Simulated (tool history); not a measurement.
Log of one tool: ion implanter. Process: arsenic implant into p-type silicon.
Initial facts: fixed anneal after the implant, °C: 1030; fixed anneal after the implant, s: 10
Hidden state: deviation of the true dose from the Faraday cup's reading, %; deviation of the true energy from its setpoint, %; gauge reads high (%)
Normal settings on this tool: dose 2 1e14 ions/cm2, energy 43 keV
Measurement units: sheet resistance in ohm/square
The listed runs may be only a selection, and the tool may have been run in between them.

run     day  dose  energy  wafers since the last listed run  hours since the last dose calibration  hours since the extraction supply was calibrated  hours since the gauge calibration  read-back reference wafer on the same gauge, sheet resistance  sheet resistance
  1       0     2      43                                 0                                 1950.2                                            3655.8                              606.7                                                         324.93             367.5
  2   2.879     2      43                               878                                 2019.3                                            3724.9                              675.8                                                            325             369.3
  3   6.808     2      43                              1199                                 2113.6                                            3819.2                              770.1                                                         325.09            368.83
  4   9.179     2      43                               723                                 2170.5                                            3876.1                                827                                                         324.35            370.48
     10.967  -- gauge calibrated
  5  12.996     2      43                              1164                                 2262.1                                            3967.7                               48.7                                                          324.6            366.42
  6  16.175     2      43                               970                                 2338.4                                              4044                                125                                                          325.1            367.21
  7  18.925  2.36      43                               839                                 2404.4                                              4110                                191                                                         324.98            328.95
     20.883  -- extraction supply calibrated
  8  21.425  2.36      43                               661                                 2464.4                                                13                                251                                                          324.5            328.37
  9  24.117  1.78      52                               821                                   2529                                              77.6                              315.6                                                         324.75            387.55
 10  28.517     2      43                              1342                                 2634.6                                             183.2                              421.2                                                         325.51            369.99
     29.608  -- Faraday cup replaced and dose calibrated
 11  31.662  2.22    47.5                               858                                   49.3                                             258.7                              496.7                                                         324.74            348.88
 12  36.146     2      43                              1368                                  156.9                                             366.3                              604.3                                                         325.04            378.89
 13    39.3  2.48    48.5                               962                                  232.6                                               442                                680                                                         324.78            317.44
     40.304  -- gauge calibrated
 14  43.038  2.27      43                              1140                                  322.3                                             531.7                               65.6                                                         324.66            341.21
 15  53.625     2      43                              3231                                  576.4                                             785.8                              319.7                                                         324.83            373.94
 16  56.204  2.24    35.5                               787                                  638.3                                             847.7                              381.6                                                         324.89            356.15
 17  60.542     2      47                              1323                                  742.4                                             951.8                              485.7                                                         325.37            365.01

Forecast each of these 3 alternatives for the next run:
  A  60.558     2      43                                 5                                  742.8                                             952.2                              486.1                                                              ?                 ?
  B  60.558   2.5    50.5                                 5                                  742.8                                             952.2                              486.1                                                              ?                 ?
  C  60.558  1.53    38.5                                 5                                  742.8                                             952.2                              486.1                                                              ?                 ?

run  read-back reference wafer on the same gauge, sheet resistance  sheet resistance
  A                                                         324.87            372.59
  B                                                         324.87             309.3
  C                                                         324.87            458.76
Without the tool's hidden state the same runs would have given:
run  sheet resistance
  A            380.57
  B            316.04
  C            468.37

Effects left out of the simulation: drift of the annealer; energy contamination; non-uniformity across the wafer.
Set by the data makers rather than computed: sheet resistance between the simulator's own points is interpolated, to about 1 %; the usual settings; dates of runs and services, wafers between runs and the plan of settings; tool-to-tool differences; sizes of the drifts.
